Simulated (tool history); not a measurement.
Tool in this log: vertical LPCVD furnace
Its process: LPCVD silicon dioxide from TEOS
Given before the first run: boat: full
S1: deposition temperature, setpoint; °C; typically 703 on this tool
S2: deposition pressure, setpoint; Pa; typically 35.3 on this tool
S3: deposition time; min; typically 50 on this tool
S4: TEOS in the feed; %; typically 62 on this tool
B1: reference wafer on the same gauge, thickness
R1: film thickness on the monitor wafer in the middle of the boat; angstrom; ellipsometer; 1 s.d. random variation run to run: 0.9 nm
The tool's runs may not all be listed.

run	hour	S1	S2	S3	S4	B1	R1
1	0	703	35.3	50	62	309.97	3354
2	50.9	703	35.3	50	62	310.13	3356.6
3	141.5	703	35.3	42.5	62	310.05	2855.3
4	179	703	35.3	42.5	62	310.18	2843.9
5	220	703	35.3	42.5	62	309.95	2863.2
6	327.2	698	35.3	50	62	309.97	2985.2
7	408.1	698	35.3	50	62	309.99	2990
8	484.7	703	40	50	62	310.05	3574.4
9	579.3	703	35.3	50	74	309.97	3681.2
# hour 597.8: gauge calibrated
10	676.6	703	28	50	50	310.14	2691.8
11	746.3	692	35.3	50	54	309.84	2441.3
12	841.5	699	26.7	63	69	309.92	3553.4
# hour 942.7: thermocouples replaced and temperature profile calibrated
13	943.2	691	35.3	50	57	309.98	2377.4
# hour 1024.4: pressure gauge zeroed
# hour 1048.5: TEOS flow controller replaced
14	1049	711	38	36.5	57	309.88	2872
15	1054.5	703	35.3	50	56	309.86	3124.8
16	1105.7	703	35.3	50	62	310.09	3279
17	1172.9	703	35.3	50	62	309.88	3288.2
18	1275.1	707	38.7	61.5	69	309.89	4898.3
19	1314.2	703	28	38.5	62	309.86	2247.3
20	1376.3	691	32.7	40	62	309.57	1908.3
21	1418.6	703	35.3	50	62	309.81	3290.1

The next listed run, before its measurement:
22	1502.8	711	33.3	50	66	?	?

Run 22 measured B1 309.94, R1 3983.7 angstrom.
Had the tool carried no hidden state, the very same run would have given R1 3937.8 angstrom.
